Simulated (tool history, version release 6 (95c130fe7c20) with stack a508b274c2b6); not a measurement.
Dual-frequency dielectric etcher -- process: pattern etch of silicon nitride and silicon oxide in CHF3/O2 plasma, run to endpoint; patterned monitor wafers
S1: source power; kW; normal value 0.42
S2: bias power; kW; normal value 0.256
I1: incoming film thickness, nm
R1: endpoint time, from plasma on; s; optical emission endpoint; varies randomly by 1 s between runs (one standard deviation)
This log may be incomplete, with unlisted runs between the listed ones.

run	hour	S1	S2	I1	R1
1	0	0.42	0.256	260.9	168.1
2	11.2	0.34	0.276	262	175.4
3	23	0.42	0.296	263.2	158.7
4	40.8	0.42	0.256	264.3	169.2
5	58.4	0.42	0.256	260.7	168.1
6	65.1	0.42	0.256	261.4	166.5
7	75.4	0.42	0.256	263.1	169.6
8	84.9	0.42	0.256	262.2	168.7
9	98.4	0.42	0.256	263.6	169.1
# hour 111.8: source power generator calibrated
# hour 130.7: upper electrode replaced
# hour 146.3: wet clean of the chamber
10	146.8	0.44	0.235	263.3	181.1
11	147.2	0.44	0.235	262.1	178.3
12	147.6	0.42	0.256	263.2	176.3
13	148.8	0.42	0.256	263.8	176.7
14	163.8	0.42	0.256	261.6	174.1
15	177.3	0.42	0.256	263.5	175.6
16	185.4	0.42	0.256	263.1	175.3
17	193.8	0.42	0.256	264.1	176.5
18	209.2	0.52	0.256	263.8	162.2
19	217.4	0.48	0.309	262.6	152.3
20	223.4	0.38	0.21	261.9	197.2
21	233.4	0.34	0.276	264.6	182
22	240.2	0.46	0.314	263.5	155.1
23	246.4	0.36	0.194	260.6	202.4
24	258.4	0.34	0.276	260.7	179.6
25	267.2	0.46	0.256	264.6	168.5
26	273.9	0.42	0.256	264.5	174.1
# hour 279.6: bias power generator calibrated
27	289.7	0.45	0.194	260.8	188.7
28	298.8	0.42	0.23	266.7	184.9
29	311.6	0.42	0.256	262.9	171.9
30	323.4	0.46	0.275	263.9	164.2
31	331.2	0.42	0.256	263.1	172.7
32	337.7	0.38	0.279	262.2	172.1
33	350.2	0.52	0.219	263.5	171
34	358.5	0.42	0.213	262.5	184.4

Below are 4 alternative next runs, each starting from the tool's condition after run 34. Predict each:
A	359	0.42	0.256	263.2	?
B	359	0.45	0.312	263.2	?
C	359	0.38	0.313	263.2	?
D	359	0.5	0.311	263.2	?

run	R1
A	171.3
B	154.1
C	163
D	148.8
With no hidden state in the tool, these same runs would have given:
run	R1
A	175.4
B	157.8
C	167
D	152.4
